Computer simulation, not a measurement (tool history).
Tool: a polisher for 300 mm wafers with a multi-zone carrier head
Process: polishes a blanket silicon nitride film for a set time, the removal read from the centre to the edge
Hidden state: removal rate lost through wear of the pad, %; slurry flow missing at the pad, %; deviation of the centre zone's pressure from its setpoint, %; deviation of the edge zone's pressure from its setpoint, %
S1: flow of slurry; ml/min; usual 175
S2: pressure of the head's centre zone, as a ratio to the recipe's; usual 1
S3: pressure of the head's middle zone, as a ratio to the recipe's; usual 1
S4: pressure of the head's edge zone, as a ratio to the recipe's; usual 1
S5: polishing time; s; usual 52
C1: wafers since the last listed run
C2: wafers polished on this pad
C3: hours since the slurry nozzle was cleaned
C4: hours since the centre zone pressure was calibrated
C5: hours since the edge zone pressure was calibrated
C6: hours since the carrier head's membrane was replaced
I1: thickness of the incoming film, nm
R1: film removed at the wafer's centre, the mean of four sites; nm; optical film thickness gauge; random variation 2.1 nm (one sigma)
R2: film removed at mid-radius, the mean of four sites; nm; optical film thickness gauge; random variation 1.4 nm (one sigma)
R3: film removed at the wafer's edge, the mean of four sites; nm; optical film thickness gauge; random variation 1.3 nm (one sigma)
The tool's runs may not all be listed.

run,hour,S1,S2,S3,S4,S5,C1,C2,C3,C4,C5,C6,I1,R1,R2,R3
1,0,175,0.95,1,1,37,0,5483,22.2,302.8,385.1,210.7,700.1,104.4,98.3,97.9
2,68.2,220,0.91,1,1,52,899,6382,90.4,371,453.3,278.9,689.2,144.3,144.8,144.1
# hour 79.3: worn pad replaced by a new one
3,97.2,175,1,1,1,52,329,236,119.4,400,482.3,307.9,701,147,138.2,139.7
# hour 226.1: edge zone pressure recalibrated
4,252,150,0.9,0.89,1,52,2014,2251,274.2,554.8,25.9,462.7,689.2,136.6,119.5,136.9
5,294.7,175,1,1,1,52,563,2814,316.9,597.5,68.6,505.4,696,144.8,135.7,139.3
6,329.7,175,1,0.89,1.12,52,461,3275,351.9,632.5,103.6,540.4,706.5,148.5,122.4,146
7,379.8,175,1,1,0.95,52,660,3936,402,682.6,153.7,590.5,694.7,144.3,134.6,131.5
8,414.6,120,1,1,1.12,69,458,4395,436.8,717.4,188.5,625.3,689.9,173.1,165.6,183.2
# hour 446.3: centre zone pressure recalibrated
9,463.8,175,1.07,1,1,52,622,5017,486,17.5,237.7,674.5,703.5,136.3,129.3,136.8
10,521.6,175,1,1,1,52,762,5779,543.8,75.3,295.5,732.3,697.8,131.1,128.5,132.9
11,561.3,175,1.11,1.11,0.96,52,523,6303,583.5,115,335.2,772,695.6,140.3,138.3,131.5
# hour 618.3: slurry nozzle cleaned
12,632.3,175,1,0.89,1.12,52,922,7226,14,186,406.2,843,699.4,139.9,123.4,146
# hour 643.3: worn pad replaced by a new one
13,692.6,155,1.05,1,1,52,742,650,74.3,246.3,466.5,903.3,715.4,142.9,131.6,138.3

Forecast run 14:
14,750.1,235,1,1.03,0.88,52,758,1408,131.8,303.8,524,960.8,703,?,?,?

{"run 14": {"R1": 149.3, "R2": 145.1, "R3": 133.5}}
Without the tool's hidden state the same run would have given R1 144.4 nm, R2 146.6 nm, R3 134.5 nm.
